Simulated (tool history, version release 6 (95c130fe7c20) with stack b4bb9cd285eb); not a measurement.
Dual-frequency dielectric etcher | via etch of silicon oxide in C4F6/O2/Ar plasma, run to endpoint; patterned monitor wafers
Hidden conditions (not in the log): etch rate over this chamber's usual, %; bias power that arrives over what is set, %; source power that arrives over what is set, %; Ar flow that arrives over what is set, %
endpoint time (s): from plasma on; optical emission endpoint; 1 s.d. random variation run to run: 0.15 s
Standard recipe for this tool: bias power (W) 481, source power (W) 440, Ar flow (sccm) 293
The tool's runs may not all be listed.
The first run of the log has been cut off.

run    hour  bias power (W)  source power (W)  Ar flow (sccm)  wafers since the last listed run  hours since the last wet clean  hours since the last bias power generator calibration  hours since the last source power generator calibration  hours since the last Ar flow controller change  hours since the last upper electrode change  incoming incoming film thickness, nm  endpoint time (s)
  2    62.7             481               440             293                               678                           143.3                                                 1744.1                                                   2195.1                                          2071.3                                       4883.4                                  96.1               20.2
  3    99.1             481               440             293                               393                           179.7                                                 1780.5                                                   2231.5                                          2107.7                                       4919.8                                  94.4               19.8
  4   154.7             481               440             293                               601                           235.3                                                 1836.1                                                   2287.1                                          2163.3                                       4975.4                                  96.8               20.3
  5   262.4             481               440             269                              1165                             343                                                 1943.8                                                   2394.8                                            2271                                       5083.1                                  95.6               19.8
  6     310             481               440             269                               515                           390.6                                                 1991.4                                                   2442.4                                          2318.6                                       5130.7                                  94.7               19.3
  7   417.4             481               370             293                              1162                             498                                                 2098.8                                                   2549.8                                            2426                                       5238.1                                  95.5               21.3
  8   509.4             481               370             293                               995                             590                                                 2190.8                                                   2641.8                                            2518                                       5330.1                                  93.3               20.4
      569.7  -- wet clean of the chamber
  9   573.2             481               440             293                               430                             3.5                                                 2254.6                                                   2705.6                                          2581.8                                       5393.9                                  95.7               20.4
      626.2  -- bias power generator calibrated
 10   648.4             386               440             342                               770                            78.7                                                   22.2                                                   2780.8                                            2657                                       5469.1                                  96.1               22.5
 11   730.7             481               440             293                               890                             161                                                  104.5                                                   2863.1                                          2739.3                                       5551.4                                  95.9               20.2
      813.1  -- source power generator calibrated
 12   827.5             481               490             328                              1004                           257.8                                                  201.3                                                     14.4                                          2836.1                                       5648.2                                  95.3               19.4
 13   900.8             532               470             293                               793                           331.1                                                  274.6                                                     87.7                                          2909.4                                       5721.5                                  95.5               19.1
 14   944.6             534               400             341                               473                           374.9                                                  318.4                                                    131.5                                          2953.2                                       5765.3                                  95.5               20.2
 15   990.1             567               370             333                               492                           420.4                                                  363.9                                                      177                                          2998.7                                       5810.8                                  96.4               20.7
 16  1038.9             481               440             293                               528                           469.2                                                  412.7                                                    225.8                                          3047.5                                       5859.6                                  95.4               19.6
     1126.6  -- upper electrode replaced
 17  1127.1             591               440             341                               694                           557.4                                                  500.9                                                      314                                          3135.7                                          0.5                                  95.1               18.4
 18  1183.1             481               440             293                               605                           613.4                                                  556.9                                                      370                                          3191.7                                         56.5                                  94.8               19.3
     1241.4  -- wet clean of the chamber
 19  1241.9             481               440             293                               376                             0.5                                                  615.7                                                    428.8                                          3250.5                                        115.3                                    96               20.4
 20  1326.2             481               530             293                               912                            84.8                                                    700                                                    513.1                                          3334.8                                        199.6                                  95.1               18.7
     1363.2  -- Ar flow controller replaced
 21  1381.9             593               440             224                               537                           140.5                                                  755.7                                                    568.8                                            18.7                                        255.3                                  95.6               18.3
 22  1423.4             481               440             293                               449                             182                                                  797.2                                                    610.3                                            60.2                                        296.8                                  95.6                 20
 23  1475.2             433               370             237                               560                           233.8                                                    849                                                    662.1                                             112                                        348.6                                  96.5               21.8
 24  1555.1             481               440             319                               864                           313.7                                                  928.9                                                      742                                           191.9                                        428.5                                  96.3               20.1
 25  1630.7             481               390             293                               817                           389.3                                                 1004.5                                                    817.6                                           267.5                                        504.1                                  96.2               20.7
 26  1735.4             577               490             293                              1132                             494                                                 1109.2                                                    922.3                                           372.2                                        608.8                                  95.7               17.8

The next listed run, before its measurement:
 27  1792.8             481               440             293                               621                           551.4                                                 1166.6                                                    979.7                                           429.6                                        666.2                                  95.3                  ?

Logged for run 27: endpoint time (s) 19.3.
The same run, on a tool lacking any hidden state, would have yielded endpoint time (s) 20.3.
